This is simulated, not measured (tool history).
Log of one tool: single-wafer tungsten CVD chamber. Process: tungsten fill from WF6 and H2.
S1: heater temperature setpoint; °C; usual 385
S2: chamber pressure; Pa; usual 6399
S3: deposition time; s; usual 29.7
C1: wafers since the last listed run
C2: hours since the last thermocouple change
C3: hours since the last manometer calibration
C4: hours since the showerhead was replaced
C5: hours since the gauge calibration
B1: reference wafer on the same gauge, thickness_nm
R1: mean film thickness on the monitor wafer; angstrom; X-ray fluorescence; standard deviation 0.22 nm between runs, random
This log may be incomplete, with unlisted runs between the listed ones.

Run 1, day 0.000: usual settings but S3 34.1 s; C1 0; C2 1431.1; C3 127.3; C4 4725.1; C5 922.8; B1 87.664. Result: R1 882.91 angstrom.
Run 2, day 2.717: usual settings; C1 1876; C2 1496.3; C3 192.5; C4 4790.3; C5 988.0; B1 87.637. Result: R1 770.55 angstrom.
Run 3, day 3.829: usual settings; C1 768; C2 1523.0; C3 219.2; C4 4817.0; C5 1014.7; B1 87.590. Result: R1 770.92 angstrom.
Run 4, day 11.708: usual settings; C1 5443; C2 1712.1; C3 408.3; C4 5006.1; C5 1203.8; B1 87.766. Result: R1 774.30 angstrom.
Run 5, day 14.088: usual settings; C1 1643; C2 1769.2; C3 465.4; C4 5063.2; C5 1260.9; B1 87.738. Result: R1 771.63 angstrom.
Run 6, day 15.100: usual settings; C1 699; C2 1793.5; C3 489.7; C4 5087.5; C5 1285.2; B1 87.784. Result: R1 768.99 angstrom.
Run 7, day 17.704: usual settings; C1 1799; C2 1856.0; C3 552.2; C4 5150.0; C5 1347.7; B1 87.655. Result: R1 771.90 angstrom.
Run 8, day 19.454: usual settings but S3 31.2 s; C1 1209; C2 1898.0; C3 594.2; C4 5192.0; C5 1389.7; B1 87.669. Result: R1 808.64 angstrom.
Run 9, day 21.433: usual settings but S3 31.2 s; C1 1367; C2 1945.5; C3 641.7; C4 5239.5; C5 1437.2; B1 87.669. Result: R1 810.51 angstrom.
Run 10, day 22.550: usual settings but S3 31.2 s; C1 771; C2 1972.3; C3 668.5; C4 5266.3; C5 1464.0; B1 87.733. Result: R1 810.00 angstrom.
Run 11, day 24.988: usual settings but S1 393 °C; C1 1684; C2 2030.8; C3 727.0; C4 5324.8; C5 1522.5; B1 87.697. Result: R1 880.76 angstrom.
Run 12, day 27.779: usual settings but S1 393 °C; C1 1928; C2 2097.8; C3 794.0; C4 5391.8; C5 1589.5; B1 87.778. Result: R1 881.72 angstrom.
Run 13, day 29.079: usual settings but S3 28.3 s; C1 898; C2 2129.0; C3 825.2; C4 5423.0; C5 1620.7; B1 87.617. Result: R1 732.73 angstrom.
Run 14, day 30.158: usual settings but S2 7479 Pa; C1 745; C2 2154.9; C3 851.1; C4 5448.9; C5 1646.6; B1 87.705. Result: R1 837.10 angstrom.
Run 15, day 31.804: usual settings but S2 7479 Pa; C1 1137; C2 2194.4; C3 890.6; C4 5488.4; C5 1686.1; B1 87.719. Result: R1 839.11 angstrom.
At day 33.938: gauge calibrated.
Run 16, day 34.692: usual settings; C1 1995; C2 2263.7; C3 959.9; C4 5557.7; C5 18.1; B1 87.592. Result: R1 771.37 angstrom.
Run 17, day 35.775: usual settings but S1 399 °C, S2 7253 Pa; C1 748; C2 2289.7; C3 985.9; C4 5583.7; C5 44.1; B1 87.694. Result: R1 1037.84 angstrom.
Run 18, day 37.542: usual settings but S1 399 °C, S2 6946 Pa, S3 31.5 s; C1 1220; C2 2332.1; C3 1028.3; C4 5626.1; C5 86.5; B1 87.707. Result: R1 1078.58 angstrom.
Run 19, day 39.600: usual settings but S1 376 °C, S2 5586 Pa, S3 32.0 s; C1 1422; C2 2381.5; C3 1077.7; C4 5675.5; C5 135.9; B1 87.738. Result: R1 657.97 angstrom.
Run 20, day 41.192: usual settings but S1 373 °C, S2 7506 Pa, S3 26.8 s; C1 1099; C2 2419.7; C3 1115.9; C4 5713.7; C5 174.1; B1 87.681. Result: R1 612.44 angstrom.
Run 21, day 42.488: usual settings but S1 397 °C, S2 7279 Pa, S3 33.0 s; C1 895; C2 2450.8; C3 1147.0; C4 5744.8; C5 205.2; B1 87.661. Result: R1 1127.18 angstrom.
Run 22, day 44.292: usual settings but S3 24.8 s; C1 1246; C2 2494.1; C3 1190.3; C4 5788.1; C5 248.5; B1 87.637. Result: R1 644.28 angstrom.
At day 46.108: showerhead replaced.
Run 23, day 46.571: usual settings but S1 379 °C, S2 5880 Pa, S3 33.1 s; C1 1344; C2 2548.8; C3 1245.0; C4 11.1; C5 303.2; B1 87.702. Result: R1 742.22 angstrom.
Run 24, day 48.158: usual settings but S2 5906 Pa; C1 1096; C2 2586.9; C3 1283.1; C4 49.2; C5 341.3; B1 87.562. Result: R1 740.36 angstrom.
At day 48.546: thermocouple changed; heater temperature recalibrated.
Run 25, day 50.162: usual settings but S1 370 °C, S3 32.0 s; C1 1154; C2 38.8; C3 1331.2; C4 97.3; C5 389.4; B1 87.692. Result: R1 634.55 angstrom.
Run 26, day 55.942: usual settings but S1 399 °C, S2 4946 Pa, S3 26.5 s; C1 3992; C2 177.5; C3 1469.9; C4 236.0; C5 528.1; B1 87.679. Result: R1 753.88 angstrom.
At day 57.604: capacitance manometer re-zeroed and calibrated.
Run 27, day 57.850: usual settings; C1 1088; C2 223.3; C3 5.9; C4 281.8; C5 573.9; B1 87.662. Result: R1 776.58 angstrom.
Run 28, day 65.658: usual settings but S1 380 °C, S2 4826 Pa; C1 5394; C2 410.7; C3 193.3; C4 469.2; C5 761.3; B1 87.654. Result: R1 603.33 angstrom.
Run 29, day 67.979: usual settings but S1 379 °C, S2 7919 Pa, S3 24.3 s; C1 1603; C2 466.4; C3 249.0; C4 524.9; C5 817.0; B1 87.730. Result: R1 633.28 angstrom.
Run 30, day 69.667: usual settings; C1 1165; C2 506.9; C3 289.5; C4 565.4; C5 857.5; B1 87.718. Result: R1 770.66 angstrom.
Run 31, day 76.725: usual settings but S1 379 °C, S2 7919 Pa, S3 24.3 s; C1 4876; C2 676.3; C3 458.9; C4 734.8; C5 1026.9; B1 87.766. Result: R1 632.67 angstrom.
Run 32, day 78.975: usual settings; C1 1554; C2 730.3; C3 512.9; C4 788.8; C5 1080.9; B1 87.768. Result: R1 770.38 angstrom.
Run 33, day 80.229: usual settings; C1 866; C2 760.4; C3 543.0; C4 818.9; C5 1111.0; B1 87.744. Result: R1 767.85 angstrom.

Predict each of these 4 candidate next runs independently; none follows another, all start after run 33:
Run A, day 80.246: usual settings but S1 390 °C; C1 11; C2 760.8; C3 543.4; C4 819.3; C5 1111.4; B1 ?. Result: R1 ?.
Run B, day 80.246: usual settings but S1 376 °C, S2 5333 Pa, S3 27.5 s; C1 11; C2 760.8; C3 543.4; C4 819.3; C5 1111.4; B1 ?. Result: R1 ?.
Run C, day 80.246: usual settings but S1 376 °C, S2 5000 Pa, S3 34.2 s; C1 11; C2 760.8; C3 543.4; C4 819.3; C5 1111.4; B1 ?. Result: R1 ?.
Run D, day 80.246: usual settings but S1 389 °C, S3 25.7 s; C1 11; C2 760.8; C3 543.4; C4 819.3; C5 1111.4; B1 ?. Result: R1 ?.

run      B1      R1
  A  87.748  838.40
  B  87.748  548.12
  C  87.748  657.17
  D  87.748  712.66
Without the tool's hidden state the same runs would have given:
run      R1
  A  838.40
  B  548.12
  C  657.17
  D  712.66
